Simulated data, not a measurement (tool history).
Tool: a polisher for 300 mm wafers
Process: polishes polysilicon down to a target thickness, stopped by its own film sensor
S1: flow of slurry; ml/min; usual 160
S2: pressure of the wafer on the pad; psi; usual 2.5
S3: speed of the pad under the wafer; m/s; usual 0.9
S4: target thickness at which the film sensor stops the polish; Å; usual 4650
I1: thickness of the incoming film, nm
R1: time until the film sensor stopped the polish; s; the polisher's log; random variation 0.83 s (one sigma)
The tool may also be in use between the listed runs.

Run 1, day 0: usual settings; I1 1082. Result: R1 90.5 s.
Run 2, day 2.879: usual settings; I1 1067.2. Result: R1 89.4 s.
Run 3, day 5.533: usual settings; I1 1080.3. Result: R1 92.7 s.
At day 6.967: worn pad replaced by a new one.
Run 4, day 8.208: usual settings; I1 1049.3. Result: R1 85.1 s.
At day 8.954: slurry nozzle cleaned.
At day 9.821: head pressure recalibrated.
Run 5, day 10.546: usual settings; I1 1065.1. Result: R1 84.9 s.
Run 6, day 13.075: usual settings but S1 190 ml/min; I1 1060.4. Result: R1 83.4 s.
Run 7, day 15.583: usual settings; I1 1071. Result: R1 89 s.
Run 8, day 17.138: usual settings; I1 1082.9. Result: R1 92.8 s.
Run 9, day 18.146: usual settings but S1 120 ml/min, S2 3.2 psi; I1 1063.3. Result: R1 73.7 s.
Run 10, day 19.254: usual settings; I1 1082.8. Result: R1 93.3 s.
At day 20.133: worn pad replaced by a new one.
Run 11, day 21.829: usual settings; I1 1093.6. Result: R1 87.3 s.
Run 12, day 22.883: usual settings but S1 135 ml/min; I1 1071.9. Result: R1 86.9 s.
Run 13, day 25.796: usual settings but S1 135 ml/min; I1 1086.4. Result: R1 91.3 s.
Run 14, day 28.754: usual settings but S2 2 psi; I1 1050.5. Result: R1 104.3 s.
At day 30.533: worn pad replaced by a new one.
Run 15, day 31.329: usual settings but S1 185 ml/min; I1 1081.9. Result: R1 87.4 s.
Run 16, day 32.808: usual settings but S1 115 ml/min, S2 2.2 psi, S3 0.62 m/s; I1 1076.3. Result: R1 145.2 s.
Run 17, day 34.238: usual settings but S1 190 ml/min, S3 0.58 m/s; I1 1060.8. Result: R1 124.2 s.
Run 18, day 36.212: usual settings but S2 2.7 psi, S4 2690 Å; I1 1076.4. Result: R1 110.7 s.
Run 19, day 38.671: usual settings but S2 3.2 psi, S4 3100 Å; I1 1066.8. Result: R1 89.4 s.
At day 39.012: head pressure recalibrated.
Run 20, day 40.062: usual settings but S1 180 ml/min, S4 3540 Å; I1 1063.5. Result: R1 104 s.
Run 21, day 42.046: usual settings but S2 1.6 psi, S3 1.06 m/s, S4 3850 Å; I1 1064.8. Result: R1 131.9 s.
At day 42.233: worn pad replaced by a new one.
Run 22, day 43.162: usual settings; I1 1083. Result: R1 92.2 s.
Run 23, day 44.225: usual settings but S2 1.9 psi, S3 0.72 m/s, S4 3970 Å; I1 1068.9. Result: R1 157.4 s.
At day 44.8: slurry nozzle cleaned.
Run 24, day 45.746: usual settings but S1 130 ml/min; I1 1057.6. Result: R1 89.2 s.
Run 25, day 47.512: usual settings; I1 1073.4. Result: R1 88.2 s.
Run 26, day 49.817: usual settings but S3 1.18 m/s, S4 6510 Å; I1 1084. Result: R1 48.6 s.
Run 27, day 52.429: usual settings but S1 185 ml/min, S2 2.1 psi, S3 0.7 m/s, S4 5990 Å; I1 1049. Result: R1 96.2 s.
At day 54.483: worn pad replaced by a new one.
Run 28, day 55.246: usual settings but S1 190 ml/min; I1 1069.4. Result: R1 82.6 s.
Run 29, day 58.625: usual settings but S1 130 ml/min, S4 6550 Å; I1 1075. Result: R1 61.3 s.

3 ways to go on from here, each from the tool as it stands after run 29. What would each give?
Run A, day 58.646: usual settings; I1 1069.8. Result: R1 ?.
Run B, day 58.646: usual settings but S3 1.04 m/s; I1 1069.8. Result: R1 ?.
Run C, day 58.646: usual settings but S2 2.9 psi, S3 1.02 m/s; I1 1069.8. Result: R1 ?.

run    R1
  A  86.7
  B  75.8
  C  67.4
Without the tool's hidden state the same runs would have given:
run    R1
  A  84.4
  B  73.8
  C  65.6

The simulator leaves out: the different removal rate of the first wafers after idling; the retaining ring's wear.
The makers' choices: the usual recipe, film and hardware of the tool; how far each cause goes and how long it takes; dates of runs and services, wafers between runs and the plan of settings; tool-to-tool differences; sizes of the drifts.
